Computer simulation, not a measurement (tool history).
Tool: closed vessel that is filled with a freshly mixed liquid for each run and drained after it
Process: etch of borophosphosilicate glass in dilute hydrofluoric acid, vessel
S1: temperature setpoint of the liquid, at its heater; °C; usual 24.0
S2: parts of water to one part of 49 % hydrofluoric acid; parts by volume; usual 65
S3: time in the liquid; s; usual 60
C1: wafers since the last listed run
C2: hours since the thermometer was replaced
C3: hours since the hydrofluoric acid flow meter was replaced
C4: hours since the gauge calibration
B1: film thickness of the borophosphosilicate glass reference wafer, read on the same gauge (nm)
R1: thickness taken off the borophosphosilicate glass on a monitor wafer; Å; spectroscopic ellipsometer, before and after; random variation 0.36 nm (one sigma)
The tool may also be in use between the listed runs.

run 1 hour=0.0 | S1=24.0 S2=65 S3=60 | C1=0 C2=1606.7 C3=597.7 C4=1920.5 | B1=110.00 | R1=829.6
-- hour=37.0 thermometer replaced
run 2 hour=63.8 | S1=24.0 S2=45 S3=60 | C1=8226 C2=26.8 C3=661.5 C4=1984.3 | B1=109.97 | R1=1174.5
run 3 hour=124.8 | S1=24.0 S2=45 S3=60 | C1=7990 C2=87.8 C3=722.5 C4=2045.3 | B1=109.98 | R1=1177.2
run 4 hour=197.5 | S1=24.0 S2=45 S3=60 | C1=9523 C2=160.5 C3=795.2 C4=2118.0 | B1=110.02 | R1=1184.9
run 5 hour=314.8 | S1=24.0 S2=65 S3=60 | C1=15365 C2=277.8 C3=912.5 C4=2235.3 | B1=109.99 | R1=810.3
run 6 hour=378.8 | S1=24.0 S2=65 S3=60 | C1=8383 C2=341.8 C3=976.5 C4=2299.3 | B1=109.98 | R1=813.6
run 7 hour=459.0 | S1=24.0 S2=65 S3=60 | C1=10505 C2=422.0 C3=1056.7 C4=2379.5 | B1=109.99 | R1=817.5
run 8 hour=534.1 | S1=24.0 S2=65 S3=60 | C1=9837 C2=497.1 C3=1131.8 C4=2454.6 | B1=109.99 | R1=816.3
run 9 hour=618.5 | S1=24.0 S2=65 S3=60 | C1=11056 C2=581.5 C3=1216.2 C4=2539.0 | B1=110.00 | R1=821.8
-- hour=657.3 hydrofluoric acid flow meter replaced
run 10 hour=704.5 | S1=24.0 S2=65 S3=70 | C1=11134 C2=667.5 C3=47.2 C4=2625.0 | B1=109.99 | R1=938.6
run 11 hour=748.7 | S1=24.0 S2=65 S3=60 | C1=5790 C2=711.7 C3=91.4 C4=2669.2 | B1=110.03 | R1=803.2
run 12 hour=845.9 | S1=24.0 S2=65 S3=60 | C1=12732 C2=808.9 C3=188.6 C4=2766.4 | B1=110.02 | R1=806.3
run 13 hour=914.6 | S1=24.0 S2=65 S3=60 | C1=8999 C2=877.6 C3=257.3 C4=2835.1 | B1=110.01 | R1=814.3
run 14 hour=992.5 | S1=24.0 S2=65 S3=35 | C1=10204 C2=955.5 C3=335.2 C4=2913.0 | B1=110.00 | R1=478.2
run 15 hour=1099.2 | S1=24.0 S2=65 S3=85 | C1=13977 C2=1062.2 C3=441.9 C4=3019.7 | B1=110.00 | R1=1173.5
-- hour=1195.1 gauge calibrated
run 16 hour=1206.3 | S1=24.0 S2=65 S3=60 | C1=14029 C2=1169.3 C3=549.0 C4=11.2 | B1=110.02 | R1=835.2
run 17 hour=1248.5 | S1=22.0 S2=75 S3=40 | C1=5528 C2=1211.5 C3=591.2 C4=53.4 | B1=110.00 | R1=439.1
run 18 hour=1336.3 | S1=25.5 S2=65 S3=90 | C1=11501 C2=1299.3 C3=679.0 C4=141.2 | B1=110.03 | R1=1345.6
run 19 hour=1381.0 | S1=24.0 S2=65 S3=60 | C1=5855 C2=1344.0 C3=723.7 C4=185.9 | B1=110.02 | R1=839.2
run 20 hour=1460.8 | S1=21.5 S2=55 S3=30 | C1=10453 C2=1423.8 C3=803.5 C4=265.7 | B1=110.00 | R1=457.0
run 21 hour=1505.3 | S1=22.5 S2=50 S3=60 | C1=5829 C2=1468.3 C3=848.0 C4=310.2 | B1=110.00 | R1=1059.1
run 22 hour=1588.2 | S1=25.5 S2=85 S3=80 | C1=10859 C2=1551.2 C3=930.9 C4=393.1 | B1=109.99 | R1=898.8
-- hour=1649.5 thermometer replaced
run 23 hour=1670.4 | S1=20.0 S2=65 S3=60 | C1=10636 C2=20.9 C3=1013.1 C4=475.3 | B1=109.96 | R1=691.1
run 24 hour=1707.4 | S1=21.5 S2=90 S3=45 | C1=4846 C2=57.9 C3=1050.1 C4=512.3 | B1=109.97 | R1=388.3
run 25 hour=1743.9 | S1=24.0 S2=65 S3=75 | C1=4781 C2=94.4 C3=1086.6 C4=548.8 | B1=109.98 | R1=1019.7
run 26 hour=1789.4 | S1=22.5 S2=85 S3=60 | C1=5960 C2=139.9 C3=1132.1 C4=594.3 | B1=110.00 | R1=579.3
-- hour=1827.9 hydrofluoric acid flow meter replaced
run 27 hour=1855.7 | S1=24.0 S2=65 S3=60 | C1=8554 C2=206.2 C3=27.8 C4=660.6 | B1=109.98 | R1=773.1
run 28 hour=1912.6 | S1=24.0 S2=65 S3=60 | C1=7453 C2=263.1 C3=84.7 C4=717.5 | B1=110.02 | R1=770.7
run 29 hour=1992.3 | S1=21.5 S2=65 S3=80 | C1=10440 C2=342.8 C3=164.4 C4=797.2 | B1=109.97 | R1=946.5
run 30 hour=2046.2 | S1=24.0 S2=65 S3=60 | C1=7060 C2=396.7 C3=218.3 C4=851.1 | B1=110.01 | R1=789.0
run 31 hour=2110.8 | S1=28.5 S2=90 S3=60 | C1=8462 C2=461.3 C3=282.9 C4=915.7 | B1=110.00 | R1=656.6
run 32 hour=2153.0 | S1=22.5 S2=65 S3=60 | C1=5528 C2=503.5 C3=325.1 C4=957.9 | B1=109.98 | R1=742.3

3 ways to go on from here, each from the tool as it stands after run 32. What would each give?
run A hour=2153.7 | S1=24.0 S2=90 S3=60 | C1=91 C2=504.2 C3=325.8 C4=958.6 | B1=? | R1=?
run B hour=2153.7 | S1=24.0 S2=90 S3=30 | C1=91 C2=504.2 C3=325.8 C4=958.6 | B1=? | R1=?
run C hour=2153.7 | S1=28.5 S2=85 S3=60 | C1=91 C2=504.2 C3=325.8 C4=958.6 | B1=? | R1=?

run=A B1=110.02 R1=556.8
run=B B1=110.02 R1=278.4
run=C B1=110.02 R1=707.5
Without the tool's hidden state the same runs would have given:
run=A R1=537.9
run=B R1=268.9
run=C R1=683.9
